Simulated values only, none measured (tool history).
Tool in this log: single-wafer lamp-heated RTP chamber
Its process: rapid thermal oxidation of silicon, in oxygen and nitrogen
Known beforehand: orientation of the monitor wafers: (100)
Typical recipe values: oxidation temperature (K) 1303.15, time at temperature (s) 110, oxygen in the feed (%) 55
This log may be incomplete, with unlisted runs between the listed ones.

| run | hour | oxidation temperature (K) | time at temperature (s) | oxygen in the feed (%) | read-back reference wafer on the same gauge, thickness | oxide thickness on the monitor wafer (angstrom) |
|---|---|---|---|---|---|---|
| 1 | 0 | 1303.15 | 110 | 55 | 9.582 | 80.87 |
| 2 | 61.6 | 1303.15 | 110 | 55 | 9.583 | 81.9 |
| 3 | 108 | 1303.15 | 110 | 55 | 9.595 | 81.64 |
| 4 | 168.6 | 1280.15 | 110 | 43 | 9.582 | 64.01 |
| 5 | 228.7 | 1280.15 | 110 | 43 | 9.591 | 64.14 |
| 6 | 283.1 | 1280.15 | 110 | 43 | 9.59 | 64.29 |
| 7 | 310.2 | 1303.15 | 78 | 43 | 9.581 | 65.01 |
| 8 | 335.5 | 1303.15 | 139 | 55 | 9.564 | 91.94 |
| 9 | 393.6 | 1285.15 | 110 | 55 | 9.576 | 73.62 |
| 10 | 442 | 1285.15 | 110 | 55 | 9.58 | 74.08 |
| 11 | 468.9 | 1303.15 | 110 | 55 | 9.578 | 83.77 |
| 12 | 539.6 | 1303.15 | 110 | 55 | 9.589 | 85.53 |
|  | 547.9 | pyrometer window cleaned and pyrometer calibrated |
| 13 | 596.2 | 1303.15 | 110 | 55 | 9.577 | 81 |
| 14 | 691.6 | 1303.15 | 88 | 63 | 9.574 | 76.81 |
| 15 | 732.1 | 1303.15 | 131 | 55 | 9.572 | 87.5 |
|  | 785.3 | oxygen flow controller replaced |
| 16 | 785.8 | 1303.15 | 131 | 55 | 9.573 | 87.98 |
| 17 | 830.6 | 1303.15 | 163 | 55 | 9.586 | 97.66 |
| 18 | 888 | 1319.15 | 77 | 55 | 9.581 | 78.58 |
| 19 | 1074.5 | 1275.15 | 110 | 55 | 9.575 | 67.72 |
|  | 1173.7 | gauge calibrated |
| 20 | 1178.9 | 1280.15 | 67 | 72 | 9.575 | 63.6 |
| 21 | 1237.6 | 1318.15 | 141 | 55 | 9.584 | 106.36 |
| 22 | 1266.1 | 1280.15 | 67 | 72 | 9.568 | 63.59 |
| 23 | 1301.4 | 1313.15 | 110 | 26 | 9.581 | 71.39 |
|  | 1312.1 | pyrometer window cleaned and pyrometer calibrated |
| 24 | 1337.5 | 1303.15 | 110 | 77 | 9.586 | 92.02 |
| 25 | 1394.3 | 1303.15 | 126 | 55 | 9.584 | 86.16 |
| 26 | 1438.3 | 1303.15 | 157 | 25 | 9.592 | 72.29 |
| 27 | 1482.5 | 1277.15 | 163 | 55 | 9.571 | 80.58 |
| 28 | 1515.6 | 1303.15 | 148 | 55 | 9.581 | 93.15 |
| 29 | 1558.4 | 1284.15 | 110 | 67 | 9.582 | 76.37 |
| 30 | 1615.1 | 1320.15 | 63 | 32 | 9.587 | 59.08 |
| 31 | 1675.9 | 1303.15 | 110 | 55 | 9.579 | 82.18 |
| 32 | 1722.5 | 1303.15 | 110 | 55 | 9.564 | 82.8 |

How would selected steps in oxide thickness on the monitor wafer (angstrom) from run to run divide? Give the signed amount a tool lacking its hidden state would still show from settings, what came in and random variation, and the signed amount left for the hidden state, including any gauge scatter that is not in both of the compared results.
The tool's hidden condition here consists of: true wafer temperature minus pyrometer reading, K; deviation of the oxygen flow from its setpoint, %; gauge reads high (%).
Run 7 -> 8: time at temperature (s) 78 -> 139, oxygen in the feed (%) 43 -> 55. oxide thickness on the monitor wafer (angstrom) +26.93: hidden state +1.02, all else +25.91.
Run 12 -> 13: pyrometer window cleaned and pyrometer calibrated. oxide thickness on the monitor wafer (angstrom) -4.53: hidden state -4.58, all else +0.05.
Run 20 -> 21: oxidation temperature (K) 1280.15 -> 1318.15, time at temperature (s) 67 -> 141, oxygen in the feed (%) 72 -> 55. oxide thickness on the monitor wafer (angstrom) +42.76: hidden state +2.78, all else +39.98.
Run 21 -> 22: oxidation temperature (K) 1318.15 -> 1280.15, time at temperature (s) 141 -> 67, oxygen in the feed (%) 55 -> 72. oxide thickness on the monitor wafer (angstrom) -42.77: hidden state -1.94, all else -40.83.
Run 23 -> 24: oxidation temperature (K) 1313.15 -> 1303.15, oxygen in the feed (%) 26 -> 77, pyrometer window cleaned and pyrometer calibrated. oxide thickness on the monitor wafer (angstrom) +20.63: hidden state -3.75, all else +24.38.
